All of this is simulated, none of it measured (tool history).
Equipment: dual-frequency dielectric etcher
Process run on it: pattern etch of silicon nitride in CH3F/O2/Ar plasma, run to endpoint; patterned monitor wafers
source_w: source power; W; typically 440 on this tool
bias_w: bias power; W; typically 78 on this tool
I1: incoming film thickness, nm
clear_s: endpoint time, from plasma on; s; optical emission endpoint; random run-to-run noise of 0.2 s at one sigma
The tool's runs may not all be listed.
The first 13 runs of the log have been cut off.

Run 14, day 39.096: usual settings but source_w 340 W; I1 32.04. Result: clear_s 45.7 s.
Run 15, day 40.429: usual settings; I1 32.20. Result: clear_s 41.6 s.
Run 16, day 43.062: usual settings but source_w 350 W, bias_w 90 W; I1 32.48. Result: clear_s 43.9 s.
At day 44.867: wet clean of the chamber.
Run 17, day 48.067: usual settings but bias_w 93 W; I1 32.27. Result: clear_s 40.2 s.
Run 18, day 50.900: usual settings but bias_w 94 W; I1 32.32. Result: clear_s 39.4 s.
Run 19, day 53.454: usual settings but source_w 400 W, bias_w 91 W; I1 32.03. Result: clear_s 41.3 s.
Run 20, day 55.125: usual settings; I1 32.36. Result: clear_s 41.8 s.
At day 57.167: source power generator calibrated, repeated, since the last time left the tool worse.
Run 21, day 57.450: usual settings; I1 32.37. Result: clear_s 40.4 s.
At day 58.704: bias power generator calibrated.
Run 22, day 58.725: usual settings; I1 32.19. Result: clear_s 41.0 s.
Run 23, day 60.221: usual settings but source_w 500 W, bias_w 97 W; I1 32.05. Result: clear_s 36.3 s.
Run 24, day 61.625: usual settings but bias_w 61 W; I1 32.17. Result: clear_s 43.1 s.
Run 25, day 63.175: usual settings but source_w 480 W, bias_w 66 W; I1 32.44. Result: clear_s 41.1 s.
At day 65.108: wet clean of the chamber.
Run 26, day 65.129: usual settings but source_w 350 W, bias_w 83 W; I1 32.43. Result: clear_s 44.1 s.
Run 27, day 67.133: usual settings but source_w 370 W; I1 32.80. Result: clear_s 44.4 s.
Run 28, day 68.700: usual settings but bias_w 73 W; I1 32.20. Result: clear_s 41.8 s.
Run 29, day 71.446: usual settings but source_w 500 W, bias_w 97 W; I1 32.11. Result: clear_s 35.9 s.
Run 30, day 73.854: usual settings but source_w 410 W, bias_w 67 W; I1 32.15. Result: clear_s 43.5 s.
Run 31, day 76.662: usual settings but source_w 550 W; I1 32.27. Result: clear_s 37.4 s.
Run 32, day 78.583: usual settings but source_w 530 W, bias_w 59 W; I1 32.38. Result: clear_s 40.7 s.
Run 33, day 80.188: usual settings but source_w 490 W, bias_w 84 W; I1 32.34. Result: clear_s 38.7 s.
Run 34, day 82.333: usual settings; I1 32.32. Result: clear_s 41.5 s.

What if the next run were any one of these 5? Each begins from the tool's condition after run 34:
Run A, day 82.350: usual settings but bias_w 63 W; I1 32.61. Result: clear_s ?.
Run B, day 82.350: usual settings but bias_w 97 W; I1 32.61. Result: clear_s ?.
Run C, day 82.350: usual settings but source_w 370 W, bias_w 88 W; I1 32.61. Result: clear_s ?.
Run D, day 82.350: usual settings but source_w 510 W; I1 32.61. Result: clear_s ?.
Run E, day 82.350: usual settings but source_w 480 W, bias_w 88 W; I1 32.61. Result: clear_s ?.

run  clear_s
  A     43.9
  B     38.9
  C     42.9
  D     39.0
  E     38.7
Without the tool's unlogged condition, the same runs would have read:
run  clear_s
  A     43.7
  B     38.7
  C     42.7
  D     38.9
  E     38.5
